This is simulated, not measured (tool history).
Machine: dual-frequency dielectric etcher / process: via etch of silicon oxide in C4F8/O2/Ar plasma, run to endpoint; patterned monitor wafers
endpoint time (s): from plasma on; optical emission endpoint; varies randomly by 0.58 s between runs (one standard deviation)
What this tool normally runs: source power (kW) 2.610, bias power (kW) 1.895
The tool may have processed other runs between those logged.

| run | hour | source power (kW) | bias power (kW) | wafers since the last listed run | hours since the last wet clean | hours since the last source power generator calibration | hours since the last bias power generator calibration | hours since the last upper electrode change | incoming incoming film thickness, nm | endpoint time (s) |
|---|---|---|---|---|---|---|---|---|---|---|
| 1 | 0.0 | 2.610 | 1.895 | 0 | 477.8 | 2023.0 | 2762.1 | 4234.4 | 1128.5 | 195.6 |
|  | 29.7 | wet clean of the chamber |
| 2 | 68.5 | 2.790 | 1.895 | 148 | 38.8 | 2091.5 | 2830.6 | 4302.9 | 1129.8 | 183.9 |
| 3 | 135.9 | 2.790 | 1.895 | 224 | 106.2 | 2158.9 | 2898.0 | 4370.3 | 1141.3 | 186.2 |
| 4 | 166.6 | 2.790 | 1.895 | 102 | 136.9 | 2189.6 | 2928.7 | 4401.0 | 1121.1 | 181.9 |
| 5 | 200.0 | 2.610 | 1.895 | 111 | 170.3 | 2223.0 | 2962.1 | 4434.4 | 1136.3 | 192.5 |
| 6 | 267.6 | 2.610 | 1.895 | 225 | 237.9 | 2290.6 | 3029.7 | 4502.0 | 1127.1 | 192.4 |
| 7 | 296.9 | 2.610 | 1.895 | 97 | 267.2 | 2319.9 | 3059.0 | 4531.3 | 1141.6 | 194.6 |
| 8 | 346.4 | 2.610 | 1.895 | 164 | 316.7 | 2369.4 | 3108.5 | 4580.8 | 1130.7 | 192.4 |
| 9 | 378.4 | 2.610 | 1.895 | 106 | 348.7 | 2401.4 | 3140.5 | 4612.8 | 1140.9 | 195.1 |
| 10 | 413.0 | 2.610 | 2.138 | 115 | 383.3 | 2436.0 | 3175.1 | 4647.4 | 1133.2 | 188.0 |
| 11 | 463.1 | 2.610 | 2.138 | 166 | 433.4 | 2486.1 | 3225.2 | 4697.5 | 1142.2 | 190.0 |
|  | 511.6 | upper electrode replaced |
| 12 | 512.1 | 2.610 | 2.150 | 83 | 482.4 | 2535.1 | 3274.2 | 0.5 | 1134.1 | 189.3 |
| 13 | 534.8 | 2.610 | 1.895 | 75 | 505.1 | 2557.8 | 3296.9 | 23.2 | 1125.9 | 193.4 |
|  | 574.0 | source power generator calibrated |
| 14 | 596.2 | 2.420 | 1.678 | 191 | 566.5 | 22.2 | 3358.3 | 84.6 | 1136.8 | 215.3 |
|  | 643.3 | bias power generator calibrated |
|  | 661.9 | wet clean of the chamber |
| 15 | 662.4 | 2.820 | 2.350 | 145 | 0.5 | 88.4 | 19.1 | 150.8 | 1130.1 | 176.4 |
| 16 | 713.2 | 2.610 | 1.895 | 169 | 51.3 | 139.2 | 69.9 | 201.6 | 1133.4 | 193.9 |
| 17 | 775.1 | 2.610 | 1.575 | 206 | 113.2 | 201.1 | 131.8 | 263.5 | 1139.4 | 203.5 |
| 18 | 829.0 | 2.180 | 2.103 | 179 | 167.1 | 255.0 | 185.7 | 317.4 | 1130.4 | 209.8 |
| 19 | 869.8 | 2.610 | 2.078 | 135 | 207.9 | 295.8 | 226.5 | 358.2 | 1139.4 | 193.5 |
| 20 | 940.7 | 2.610 | 1.895 | 236 | 278.8 | 366.7 | 297.4 | 429.1 | 1127.5 | 195.8 |
| 21 | 987.7 | 2.610 | 2.244 | 156 | 325.8 | 413.7 | 344.4 | 476.1 | 1129.5 | 190.0 |
| 22 | 1035.7 | 2.610 | 1.895 | 159 | 373.8 | 461.7 | 392.4 | 524.1 | 1141.1 | 198.1 |
| 23 | 1083.0 | 2.610 | 1.895 | 157 | 421.1 | 509.0 | 439.7 | 571.4 | 1139.0 | 198.4 |
| 24 | 1111.3 | 3.230 | 1.473 | 94 | 449.4 | 537.3 | 468.0 | 599.7 | 1131.3 | 186.3 |
| 25 | 1139.5 | 3.170 | 2.191 | 93 | 477.6 | 565.5 | 496.2 | 627.9 | 1130.7 | 173.2 |

Predict the results of run 26:
| 26 | 1191.4 | 2.010 | 2.025 | 172 | 529.5 | 617.4 | 548.1 | 679.8 | 1140.4 | ? |

Run 26 gave endpoint time (s) 228.1.
On a tool with no hidden condition, and with the same random variation, this run would have come out at endpoint time (s) 222.9.
